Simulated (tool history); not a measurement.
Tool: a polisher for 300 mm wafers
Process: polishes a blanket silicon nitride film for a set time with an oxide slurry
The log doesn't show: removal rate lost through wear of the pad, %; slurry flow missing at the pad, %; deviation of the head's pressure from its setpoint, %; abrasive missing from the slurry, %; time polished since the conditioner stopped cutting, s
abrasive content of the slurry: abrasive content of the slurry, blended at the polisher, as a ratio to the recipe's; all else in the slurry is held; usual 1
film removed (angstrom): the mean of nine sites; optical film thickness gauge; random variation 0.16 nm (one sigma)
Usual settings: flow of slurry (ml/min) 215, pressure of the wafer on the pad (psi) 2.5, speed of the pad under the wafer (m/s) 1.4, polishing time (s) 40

run   hour  flow of slurry (ml/min)  pressure of the wafer on the pad (psi)  speed of the pad under the wafer (m/s)  abrasive content of the slurry  polishing time (s)  wafers since the last listed run  wafers polished on this pad  hours since the slurry nozzle was cleaned  hours since the head pressure was calibrated  hours since the slurry blender was calibrated  hours since the conditioning disc was replaced  incoming thickness of the incoming film, nm  film removed (angstrom)
  1      0                      215                                     2.5                                     1.4                               1                  40                                 0                          535                                      509.8                                         114.5                                          140.4                                              82                                        591.6                      237
  2   23.5                      230                                     2.5                                     1.4                               1                  40                               209                          745                                      533.3                                           138                                          163.9                                           105.5                                        594.3                      241
  3   45.3                      215                                     2.5                                     1.4                               1                  40                               194                          940                                      555.1                                         159.8                                          185.7                                           127.3                                        597.3                      239
  4   81.3                      215                                     2.5                                     1.4                               1                  40                               321                         1261                                      591.1                                         195.8                                          221.7                                           163.3                                        596.2                      239
     112.8  -- slurry blender recalibrated
     131.8  -- worn pad replaced by a new one
  5  167.3                      215                                     2.5                                     1.4                               1                  40                               714                          316                                      677.1                                         281.8                                           54.5                                           249.3                                        600.8                      246
  6  214.7                      215                                     2.5                                     1.4                               1                  40                               423                          739                                      724.5                                         329.2                                          101.9                                           296.7                                        603.5                      241
  7    232                      215                                     2.5                                     1.4                               1                  40                               154                          894                                      741.8                                         346.5                                          119.2                                             314                                        612.1                      249
  8  256.4                      215                                     2.5                                     1.4                               1                  40                               217                         1112                                      766.2                                         370.9                                          143.6                                           338.4                                        594.1                      245
     266.7  -- slurry nozzle cleaned
  9  274.6                      215                                     2.5                                     1.4                               1                  40                               153                         1265                                        7.9                                         389.1                                          161.8                                           356.6                                        590.5                      245
     288.8  -- worn pad replaced by a new one
 10    292                      215                                     2.5                                     1.4                               1                  40                               119                           28                                       25.3                                         406.5                                          179.2                                             374                                          601                      249
     312.3  -- conditioning disc replaced and pad reconditioned
 11  323.1                      215                                     2.5                                     1.4                               1                  44                               259                          288                                       56.4                                         437.6                                          210.3                                            10.8                                        599.2                      271
     328.2  -- slurry blender recalibrated
 12  350.5                      215                                     2.5                                     1.4                               1                  40                               226                          514                                       83.8                                           465                                           22.3                                            38.2                                        600.3                      251
 13  368.1                      215                                     1.9                                     1.4                               1                  40                               157                          671                                      101.4                                         482.6                                           39.9                                            55.8                                        606.6                      208
 14  389.5                      195                                       2                                     1.4                               1                  40                               191                          862                                      122.8                                           504                                           61.3                                            77.2                                        607.2                      215
     421.6  -- head pressure recalibrated
 15    424                      215                                     2.9                                     1.4                               1                  34                               290                         1153                                      157.3                                           2.4                                           95.8                                           111.7                                        607.2                      219
     451.2  -- worn pad replaced by a new one
 16  451.7                      215                                     2.5                                     1.4                               1                  40                               211                            4                                        185                                          30.1                                          123.5                                           139.4                                          593                      237
 17  464.1                      215                                     2.5                                     1.4                               1                  40                               110                          115                                      197.4                                          42.5                                          135.9                                           151.8                                        603.6                      235
 18  477.3                      255                                     2.5                                     1.4                             0.8                  46                               117                          233                                      210.6                                          55.7                                          149.1                                             165                                        602.4                      258

Forecast run 19:
 19  495.2                      240                                     2.5                                     1.4                               1                  40                               159                          392                                      228.5                                          73.6                                            167                                           182.9                                        599.7                        ?

{"run 19": {"film removed (angstrom)": 241}}
Without the tool's hidden state the same run would have given film removed (angstrom) 240.
